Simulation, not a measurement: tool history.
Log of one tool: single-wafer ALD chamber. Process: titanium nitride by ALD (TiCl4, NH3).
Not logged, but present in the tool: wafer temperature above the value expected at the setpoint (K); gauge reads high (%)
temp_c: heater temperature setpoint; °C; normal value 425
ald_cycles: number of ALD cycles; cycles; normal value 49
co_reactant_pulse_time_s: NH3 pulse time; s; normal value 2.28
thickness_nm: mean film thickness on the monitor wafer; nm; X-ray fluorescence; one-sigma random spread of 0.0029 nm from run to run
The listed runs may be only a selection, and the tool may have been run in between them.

run	hour	temp_c	ald_cycles	co_reactant_pulse_time_s	wafers since the last listed run	hours since the last thermocouple change	hours since the showerhead was replaced	hours since the gauge calibration	read-back reference wafer on the same gauge, thickness_nm	thickness_nm
1	0.0	434	49	2.28	0	1560.6	3583.5	1281.9	1.040	1.189
2	54.7	425	49	2.28	202	1615.3	3638.2	1336.6	1.041	1.180
3	99.2	425	49	2.28	164	1659.8	3682.7	1381.1	1.041	1.186
4	168.9	433	49	2.28	257	1729.5	3752.4	1450.8	1.041	1.180
5	223.6	425	45	2.28	202	1784.2	3807.1	1505.5	1.043	1.092
6	285.5	418	49	2.28	228	1846.1	3869.0	1567.4	1.044	1.180
7	314.3	418	49	2.28	106	1874.9	3897.8	1596.2	1.043	1.181
8	362.6	425	42	2.28	178	1923.2	3946.1	1644.5	1.043	1.014
9	396.8	425	49	2.28	126	1957.4	3980.3	1678.7	1.043	1.182
10	455.2	425	49	2.28	215	2015.8	4038.7	1737.1	1.045	1.187
11	491.7	425	49	2.28	134	2052.3	4075.2	1773.6	1.045	1.187
12	546.5	425	49	2.28	202	2107.1	4130.0	1828.4	1.044	1.181
13	612.1	425	49	2.28	242	2172.7	4195.6	1894.0	1.045	1.188
14	671.7	425	49	2.28	220	2232.3	4255.2	1953.6	1.046	1.188
15	713.1	425	49	2.28	152	2273.7	4296.6	1995.0	1.046	1.190
# hour 731.3: showerhead replaced
16	744.3	425	45	1.83	85	2304.9	13.0	2026.2	1.048	1.078
17	777.5	425	49	2.28	122	2338.1	46.2	2059.4	1.049	1.192
# hour 792.2: gauge calibrated
18	823.4	435	43	1.70	169	2384.0	92.1	31.2	1.030	1.017
# hour 868.2: thermocouple changed; heater temperature recalibrated
19	890.2	425	49	2.28	217	22.0	158.9	98.0	1.032	1.171
20	953.7	425	49	2.28	234	85.5	222.4	161.5	1.032	1.168
21	996.5	431	58	1.77	158	128.3	265.2	204.3	1.034	1.366
22	1066.5	435	41	2.55	258	198.3	335.2	274.3	1.033	0.986
23	1100.7	419	45	1.63	126	232.5	369.4	308.5	1.033	1.051
24	1125.9	418	55	1.62	93	257.7	394.6	333.7	1.034	1.281
25	1169.6	417	44	3.02	161	301.4	438.3	377.4	1.034	1.067
26	1252.0	416	43	2.28	304	383.8	520.7	459.8	1.033	1.028
27	1301.5	425	49	2.28	182	433.3	570.2	509.3	1.033	1.175
28	1348.1	420	49	2.28	172	479.9	616.8	555.9	1.034	1.169
29	1377.7	432	49	1.38	109	509.5	646.4	585.5	1.036	1.139
30	1407.2	425	57	2.28	108	539.0	675.9	615.0	1.035	1.370
31	1445.9	425	49	2.28	142	577.7	714.6	653.7	1.036	1.179
32	1485.5	416	44	1.39	146	617.3	754.2	693.3	1.037	1.016
33	1547.6	425	49	2.28	229	679.4	816.3	755.4	1.036	1.182
34	1647.6	414	46	2.59	369	779.4	916.3	855.4	1.037	1.116
35	1677.7	417	44	3.02	111	809.5	946.4	885.5	1.037	1.066
36	1737.6	419	46	2.28	221	869.4	1006.3	945.4	1.038	1.108
37	1771.6	415	49	2.62	125	903.4	1040.3	979.4	1.038	1.182
38	1813.2	425	54	1.87	153	945.0	1081.9	1021.0	1.038	1.288
39	1842.5	425	49	2.28	108	974.3	1111.2	1050.3	1.040	1.178

What the log doesn't show, run by run:
wafer temperature above the value expected at the setpoint (K): 0 across all the runs
H1: gauge reads high (%)
run	H1
1	1.02
2	1.07
3	1.1
4	1.16
5	1.21
6	1.26
7	1.28
8	1.32
9	1.35
10	1.4
11	1.43
12	1.47
13	1.53
14	1.57
15	1.61
16	1.63
17	1.66
18	0.0421
19	0.0972
20	0.149
21	0.185
22	0.242
23	0.271
24	0.291
25	0.327
26	0.395
27	0.436
28	0.475
29	0.499
30	0.523
31	0.555
32	0.588
33	0.639
34	0.721
35	0.746
36	0.796
37	0.824
38	0.858
39	0.882
